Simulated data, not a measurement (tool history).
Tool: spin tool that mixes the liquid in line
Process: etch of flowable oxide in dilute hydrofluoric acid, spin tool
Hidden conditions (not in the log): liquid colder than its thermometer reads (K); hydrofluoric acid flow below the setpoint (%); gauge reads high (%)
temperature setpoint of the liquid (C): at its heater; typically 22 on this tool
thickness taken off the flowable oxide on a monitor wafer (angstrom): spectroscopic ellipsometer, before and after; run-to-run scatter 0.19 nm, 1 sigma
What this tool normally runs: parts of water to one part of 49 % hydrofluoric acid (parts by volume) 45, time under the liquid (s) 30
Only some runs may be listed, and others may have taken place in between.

run    hour  temperature setpoint of the liquid (C)  parts of water to one part of 49 % hydrofluoric acid (parts by volume)  time under the liquid (s)  wafers since the last listed run  hours since the thermometer was replaced  hours since the hydrofluoric acid flow meter was replaced  hours since the gauge calibration  read-back film thickness of the flowable oxide reference wafer, read on the same gauge (nm)  thickness taken off the flowable oxide on a monitor wafer (angstrom)
  1       0                                      22                                                                      50                         30                                 0                                     401.1                                                      500.4                             1623.9                                                                                        49.98                                                                   178
  2   106.4                                      22                                                                      45                         35                              1378                                     507.5                                                      606.8                             1730.3                                                                                        50.02                                                                 226.4
  3   149.4                                      22                                                                      45                         35                               557                                     550.5                                                      649.8                             1773.3                                                                                        50.03                                                                 228.3
      169.3  -- thermometer replaced
  4   249.3                                      22                                                                      45                         30                              1281                                        80                                                      749.7                             1873.2                                                                                        50.01                                                                   205
  5   302.3                                      22                                                                      45                         30                               686                                       133                                                      802.7                             1926.2                                                                                        49.97                                                                 205.2
  6   404.5                                      22                                                                      45                         30                              1324                                     235.2                                                      904.9                             2028.4                                                                                           50                                                                 201.6
  7   443.8                                      22                                                                      45                         30                               509                                     274.5                                                      944.2                             2067.7                                                                                           50                                                                 202.6
  8   484.4                                      22                                                                      45                         30                               526                                     315.1                                                      984.8                             2108.3                                                                                        50.01                                                                 197.6
  9   589.2                                      22                                                                      45                         30                              1357                                     419.9                                                     1089.6                             2213.1                                                                                           50                                                                 200.4
 10   661.5                                      22                                                                      45                         30                               936                                     492.2                                                     1161.9                             2285.4                                                                                        50.01                                                                 198.8
 11     748                                      22                                                                      45                         40                              1120                                     578.7                                                     1248.4                             2371.9                                                                                        49.99                                                                 259.6
      766.7  -- thermometer replaced
 12   820.9                                      22                                                                      45                         40                               931                                      54.2                                                     1321.3                             2444.8                                                                                        49.99                                                                 272.9
 13   860.6                                      22                                                                      45                         40                               514                                      93.9                                                       1361                             2484.5                                                                                        50.01                                                                 271.8
      922.8  -- gauge calibrated
 14   940.9                                      21                                                                      45                         30                              1040                                     174.2                                                     1441.3                               18.1                                                                                        50.01                                                                 193.4
 15  1027.5                                    17.5                                                                      45                         35                              1122                                     260.8                                                     1527.9                              104.7                                                                                           50                                                                 193.5
     1081.7  -- hydrofluoric acid flow meter replaced
 16  1085.5                                      22                                                                      45                         30                               738                                     318.8                                                        3.8                              162.7                                                                                        50.03                                                                 197.5
 17    1165                                      22                                                                      45                         15                              1030                                     398.3                                                       83.3                              242.2                                                                                        49.99                                                                  99.3
 18  1247.8                                      22                                                                      45                         30                              1072                                     481.1                                                      166.1                                325                                                                                        50.01                                                                 197.6
 19  1292.5                                    24.5                                                                      60                         15                               579                                     525.8                                                      210.8                              369.7                                                                                        49.99                                                                  80.6
 20  1335.3                                    17.5                                                                      35                         15                               554                                     568.6                                                      253.6                              412.5                                                                                        49.99                                                                 104.9
 21  1394.7                                      22                                                                      45                         30                               769                                       628                                                        313                              471.9                                                                                        49.98                                                                 192.4
       1424  -- thermometer replaced
 22  1466.9                                    26.5                                                                      35                         20                               922                                      42.9                                                      385.2                              544.1                                                                                           50                                                                 214.3
 23    1569                                      22                                                                      35                         30                              1322                                       145                                                      487.3                              646.2                                                                                        49.97                                                                 259.4
 24  1668.2                                      25                                                                      45                         20                              1285                                     244.2                                                      586.5                              745.4                                                                                        49.97                                                                 153.8
 25  1746.1                                    20.5                                                                      45                         30                              1009                                     322.1                                                      664.4                              823.3                                                                                           50                                                                 187.6
 26  1840.6                                      19                                                                      45                         30                              1224                                     416.6                                                      758.9                              917.8                                                                                        49.98                                                                 173.1
 27  1936.4                                    26.5                                                                      35                         15                              1241                                     512.4                                                      854.7                             1013.6                                                                                           50                                                                 154.4
     1970.2  -- thermometer replaced
 28  2032.6                                      22                                                                      45                         20                              1233                                      62.4                                                      950.9                             1109.8                                                                                           50                                                                 135.9

Below, each run's measurement less what the same run would have read without the hidden state. Both values contain the same run-to-run variation, but the gauge's scatter may not be the same in both:
run  thickness taken off the flowable oxide on a monitor wafer (angstrom)
  1                                                                  -7.4
  2                                                                 -11.8
  3                                                                   -13
  4                                                                  -2.3
  5                                                                  -3.4
  6                                                                  -5.2
  7                                                                  -6.1
  8                                                                  -6.7
  9                                                                  -8.8
 10                                                                 -10.1
 11                                                                 -15.3
 12                                                                  -1.8
 13                                                                  -2.8
 14                                                                  -3.4
 15                                                                  -5.1
 16                                                                  -6.2
 17                                                                  -3.9
 18                                                                  -9.2
 19                                                                    -4
 20                                                                  -6.1
 21                                                                 -11.8
 22                                                                    -1
 23                                                                  -3.8
 24                                                                  -3.6
 25                                                                  -5.9
 26                                                                  -7.1
 27                                                                  -7.4
 28                                                                  -1.3
